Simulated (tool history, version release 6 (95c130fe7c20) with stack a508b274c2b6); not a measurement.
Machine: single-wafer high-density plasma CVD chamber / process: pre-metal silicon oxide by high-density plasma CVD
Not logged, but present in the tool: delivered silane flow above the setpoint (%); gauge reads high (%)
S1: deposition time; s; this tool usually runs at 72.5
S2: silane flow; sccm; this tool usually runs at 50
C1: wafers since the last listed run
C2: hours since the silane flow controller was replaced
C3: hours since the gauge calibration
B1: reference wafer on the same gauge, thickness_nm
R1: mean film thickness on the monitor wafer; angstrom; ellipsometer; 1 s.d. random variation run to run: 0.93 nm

{"run": 1, "hour": 0.0, "S1": 72.5, "S2": 50, "C1": 0, "C2": 914.3, "C3": 750.3, "B1": 354.479, "R1": 3622.38}
{"run": 2, "hour": 71.3, "S1": 72.5, "S2": 58, "C1": 1241, "C2": 985.6, "C3": 821.6, "B1": 354.722, "R1": 4168.56}
{"run": 3, "hour": 106.1, "S1": 72.5, "S2": 58, "C1": 606, "C2": 1020.4, "C3": 856.4, "B1": 354.774, "R1": 4170.51}
{"run": 4, "hour": 173.3, "S1": 72.5, "S2": 50, "C1": 1170, "C2": 1087.6, "C3": 923.6, "B1": 355.278, "R1": 3631.63}
{"run": 5, "hour": 244.1, "S1": 72.5, "S2": 50, "C1": 1233, "C2": 1158.4, "C3": 994.4, "B1": 355.032, "R1": 3654.23}
{"run": 6, "hour": 278.2, "S1": 72.5, "S2": 50, "C1": 593, "C2": 1192.5, "C3": 1028.5, "B1": 355.266, "R1": 3638.31}
{"run": 7, "hour": 345.5, "S1": 72.5, "S2": 50, "C1": 1172, "C2": 1259.8, "C3": 1095.8, "B1": 355.144, "R1": 3638.79}
{"run": 8, "hour": 403.9, "S1": 72.5, "S2": 50, "C1": 1017, "C2": 1318.2, "C3": 1154.2, "B1": 355.457, "R1": 3650.02}
{"run": 9, "hour": 463.3, "S1": 72.5, "S2": 57, "C1": 1034, "C2": 1377.6, "C3": 1213.6, "B1": 355.59, "R1": 4120.13}
{"run": 10, "hour": 527.1, "S1": 72.5, "S2": 57, "C1": 1111, "C2": 1441.4, "C3": 1277.4, "B1": 356.031, "R1": 4111.17}
{"run": 11, "hour": 568.2, "S1": 72.5, "S2": 50, "C1": 715, "C2": 1482.5, "C3": 1318.5, "B1": 355.816, "R1": 3642.7}
{"run": 12, "hour": 596.2, "S1": 72.5, "S2": 50, "C1": 487, "C2": 1510.5, "C3": 1346.5, "B1": 355.972, "R1": 3647.62}
{"run": 13, "hour": 656.2, "S1": 72.5, "S2": 50, "C1": 1044, "C2": 1570.5, "C3": 1406.5, "B1": 356.047, "R1": 3655.05}
{"run": 14, "hour": 695.7, "S1": 72.5, "S2": 50, "C1": 687, "C2": 1610, "C3": 1446, "B1": 355.986, "R1": 3662.31}
{"run": 15, "hour": 725.4, "S1": 72.5, "S2": 50, "C1": 517, "C2": 1639.7, "C3": 1475.7, "B1": 355.964, "R1": 3655.92}
{"run": 16, "hour": 783.8, "S1": 72.5, "S2": 56, "C1": 1017, "C2": 1698.1, "C3": 1534.1, "B1": 356.23, "R1": 4032.48}
{"run": 17, "hour": 825.4, "S1": 72.5, "S2": 56, "C1": 724, "C2": 1739.7, "C3": 1575.7, "B1": 356.572, "R1": 4050.39}
{"run": 18, "hour": 881.2, "S1": 72.5, "S2": 56, "C1": 971, "C2": 1795.5, "C3": 1631.5, "B1": 356.51, "R1": 4037.45}
{"run": 19, "hour": 917.4, "S1": 72.5, "S2": 50, "C1": 630, "C2": 1831.7, "C3": 1667.7, "B1": 356.05, "R1": 3678.31}
{"run": 20, "hour": 959.6, "S1": 72.5, "S2": 50, "C1": 734, "C2": 1873.9, "C3": 1709.9, "B1": 356.411, "R1": 3652.47}
{"run": 21, "hour": 989.8, "S1": 72.5, "S2": 50, "C1": 525, "C2": 1904.1, "C3": 1740.1, "B1": 356.537, "R1": 3646.55}
{"run": 22, "hour": 1030.4, "S1": 65, "S2": 50, "C1": 707, "C2": 1944.7, "C3": 1780.7, "B1": 356.537, "R1": 3286.51}
{"run": 23, "hour": 1083.7, "S1": 72.5, "S2": 54, "C1": 928, "C2": 1998, "C3": 1834, "B1": 356.266, "R1": 3928.91}
{"run": 24, "hour": 1151.5, "S1": 72.5, "S2": 50, "C1": 1180, "C2": 2065.8, "C3": 1901.8, "B1": 356.37, "R1": 3652.39}
{"run": 25, "hour": 1205.9, "S1": 83.7, "S2": 54, "C1": 947, "C2": 2120.2, "C3": 1956.2, "B1": 356.639, "R1": 4553.83}
{"run": 26, "hour": 1274.1, "S1": 72.5, "S2": 50, "C1": 1187, "C2": 2188.4, "C3": 2024.4, "B1": 356.312, "R1": 3654.44}
{"run": 27, "hour": 1324.4, "S1": 72.5, "S2": 46, "C1": 876, "C2": 2238.7, "C3": 2074.7, "B1": 356.767, "R1": 3384.75}
{"run": 28, "hour": 1359.0, "S1": 72.5, "S2": 50, "C1": 602, "C2": 2273.3, "C3": 2109.3, "B1": 356.38, "R1": 3656.63}
{"run": 29, "hour": 1398.1, "S1": 86.7, "S2": 50, "C1": 680, "C2": 2312.4, "C3": 2148.4, "B1": 356.4, "R1": 4377.65}
{"run": 30, "hour": 1464.5, "S1": 72.5, "S2": 59, "C1": 1156, "C2": 2378.8, "C3": 2214.8, "B1": 356.687, "R1": 4229.37}
{"hour": 1508.4, "done": "gauge calibrated"}
{"run": 31, "hour": 1529.7, "S1": 72.5, "S2": 55, "C1": 1135, "C2": 2444, "C3": 21.3, "B1": 350.382, "R1": 3905.35}
{"hour": 1560.7, "done": "silane flow controller replaced"}
{"run": 32, "hour": 1562.5, "S1": 60.6, "S2": 42, "C1": 431, "C2": 1.8, "C3": 54.1, "B1": 350.714, "R1": 2587.13}
{"run": 33, "hour": 1588.0, "S1": 72.5, "S2": 50, "C1": 444, "C2": 27.3, "C3": 79.6, "B1": 350.62, "R1": 3602.26}
{"run": 34, "hour": 1615.8, "S1": 80.2, "S2": 50, "C1": 484, "C2": 55.1, "C3": 107.4, "B1": 351.072, "R1": 3997.96}
{"run": 35, "hour": 1675.8, "S1": 61.6, "S2": 45, "C1": 1044, "C2": 115.1, "C3": 167.4, "B1": 351.788, "R1": 2798.49}
{"run": 36, "hour": 1738.9, "S1": 83.2, "S2": 57, "C1": 1098, "C2": 178.2, "C3": 230.5, "B1": 352.405, "R1": 4675.6}
{"run": 37, "hour": 1789.4, "S1": 58.9, "S2": 45, "C1": 879, "C2": 228.7, "C3": 281, "B1": 352.122, "R1": 2677.91}
{"run": 38, "hour": 1825.8, "S1": 82.3, "S2": 46, "C1": 633, "C2": 265.1, "C3": 317.4, "B1": 352.697, "R1": 3824.87}
{"run": 39, "hour": 1896.0, "S1": 78, "S2": 53, "C1": 1222, "C2": 335.3, "C3": 387.6, "B1": 353.486, "R1": 4102.2}
{"run": 40, "hour": 1946.4, "S1": 67.1, "S2": 43, "C1": 877, "C2": 385.7, "C3": 438, "B1": 353.669, "R1": 2947.26}
{"run": 41, "hour": 2074.0, "S1": 60.9, "S2": 53, "C1": 2222, "C2": 513.3, "C3": 565.6, "B1": 354.285, "R1": 3209.13}
{"run": 42, "hour": 2138.4, "S1": 72.5, "S2": 50, "C1": 1121, "C2": 577.7, "C3": 630, "B1": 354.564, "R1": 3629.36}
{"run": 43, "hour": 2204.8, "S1": 84.6, "S2": 50, "C1": 1156, "C2": 644.1, "C3": 696.4, "B1": 354.518, "R1": 4266.48}
{"run": 44, "hour": 2240.3, "S1": 65.2, "S2": 45, "C1": 618, "C2": 679.6, "C3": 731.9, "B1": 355.038, "R1": 2985.84}
{"run": 45, "hour": 2305.1, "S1": 61.4, "S2": 50, "C1": 1128, "C2": 744.4, "C3": 796.7, "B1": 354.765, "R1": 3085.55}
{"run": 46, "hour": 2365.9, "S1": 72.5, "S2": 50, "C1": 1058, "C2": 805.2, "C3": 857.5, "B1": 355.165, "R1": 3646.27}

For each run, the measured value with the value that run would have given without the tool's hidden condition subtracted. The run-to-run variation is shared by both, the gauge scatter possibly not:
run=1 R1=+45.95
run=2 R1=+55.67
run=3 R1=+56.95
run=4 R1=+51.55
run=5 R1=+53.73
run=6 R1=+54.32
run=7 R1=+55.84
run=8 R1=+57.2
run=9 R1=+65.82
run=10 R1=+66.89
run=11 R1=+59.92
run=12 R1=+60.41
run=13 R1=+61.38
run=14 R1=+62.01
run=15 R1=+62.27
run=16 R1=+69.42
run=17 R1=+70.22
run=18 R1=+70.61
run=19 R1=+64.67
run=20 R1=+64.58
run=21 R1=+64.72
run=22 R1=+58.61
run=23 R1=+70.49
run=24 R1=+65.97
run=25 R1=+82.67
run=26 R1=+66.72
run=27 R1=+62.03
run=28 R1=+67.17
run=29 R1=+80.63
run=30 R1=+78.22
run=31 R1=+2.8
run=32 R1=+4.37
run=33 R1=+8.68
run=34 R1=+12.66
run=35 R1=+13.13
run=36 R1=+28.74
run=37 R1=+19.32
run=38 R1=+30.34
run=39 R1=+37.78
run=40 R1=+29.61
run=41 R1=+38.16
run=42 R1=+46.08
run=43 R1=+57.36
run=44 R1=+41.25
run=45 R1=+44.55
run=46 R1=+54.6
